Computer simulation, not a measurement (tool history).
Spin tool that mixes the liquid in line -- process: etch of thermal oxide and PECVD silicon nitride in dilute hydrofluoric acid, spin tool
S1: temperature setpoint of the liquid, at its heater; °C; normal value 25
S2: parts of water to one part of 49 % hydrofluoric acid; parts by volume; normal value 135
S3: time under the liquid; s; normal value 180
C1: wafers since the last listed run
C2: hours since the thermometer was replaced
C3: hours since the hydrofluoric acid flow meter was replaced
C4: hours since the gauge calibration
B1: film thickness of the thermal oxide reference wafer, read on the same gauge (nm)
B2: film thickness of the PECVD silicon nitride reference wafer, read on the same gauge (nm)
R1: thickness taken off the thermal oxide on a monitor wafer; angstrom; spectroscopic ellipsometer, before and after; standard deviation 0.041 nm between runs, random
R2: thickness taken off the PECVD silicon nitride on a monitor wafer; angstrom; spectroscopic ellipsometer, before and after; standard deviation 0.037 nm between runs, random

run    hour    S1   S2   S3    C1      C2      C3     C4     B1      B2    R1     R2
  1       0    25  135  180     0  1316.7   305.8  330.9  50.02  70.007  55.9  22.57
  2    51.2    25  115  180   474  1367.9     357  382.1     50  69.962    68  25.65
  3   115.9    25  135  180   599  1432.6   421.7  446.8     50  70.008  56.1  23.23
  4   168.3    25  135  180   485    1485   474.1  499.2     50  69.995  55.7  22.85
  5   218.1    25  135  180   461  1534.8   523.9    549     50   70.07  55.5  22.22
  6   276.8    25  135  180   544  1593.5   582.6  607.7     50  70.059  55.3  22.32
  7   369.7    25  135  180   861  1686.4   675.5  700.6     50  69.972  55.2  22.15
  8   466.1    25  135  180   893  1782.8   771.9    797  49.99  69.968  55.6  22.17
  9   552.3    25  135  180   798    1869   858.1  883.2  49.96  70.019  55.1  21.94
 10   633.1    25  135  180   748  1949.8   938.9    964  50.01  69.987  54.4  22.11
      639.8  -- gauge calibrated
 11   677.6    25   95  215   412  1994.3   983.4   37.8  50.02  70.008  96.8  36.17
 12   758.1    25  135  180   746  2074.8  1063.9  118.3     50  69.997  53.9  21.63
 13   805.3  27.5  195  290   437    2122  1111.1  165.5  50.01  69.977  63.3  27.68
 14   864.1  21.5  135  180   544  2180.8  1169.9  224.3  49.99  70.046  46.8  17.16
 15   946.4    25  135  240   762  2263.1  1252.2  306.6     50  69.962  71.1   28.3
      985.5  -- hydrofluoric acid flow meter replaced
 16   990.7    25  135  245   401  2307.4     5.2  350.9  50.02  69.991  74.2  29.19
     1014.2  -- thermometer replaced
 17  1037.5    25  135  180   424    23.3      52  397.7  50.01  69.961    58  24.68
 18  1133.2  29.5  105  140   886     119   147.7  493.4  49.99  70.057  71.9  32.19
 19  1211.7    21  135  135   727   197.5   226.2  571.9     50   69.97  37.8  14.05
 20  1456.4    25  135  235  2267   442.2   470.9  816.6  49.99  69.982  74.9  31.43
 21  1562.4  22.5  135  120   982   548.2   576.9  922.6     50  70.023  34.6  13.69

State the hidden condition of the tool at each of the runs:
hydrofluoric acid flow below the setpoint (%): 0, the same for each run
gauge reads high (%): 0, the same for each run
H1: liquid colder than its thermometer reads (K)
run     H1
  1   1.38
  2   1.44
  3    1.5
  4   1.56
  5   1.61
  6   1.67
  7   1.76
  8   1.86
  9   1.95
 10   2.03
 11   2.08
 12   2.16
 13   2.21
 14   2.27
 15   2.35
 16    2.4
 17  0.036
 18  0.134
 19  0.214
 20  0.465
 21  0.573
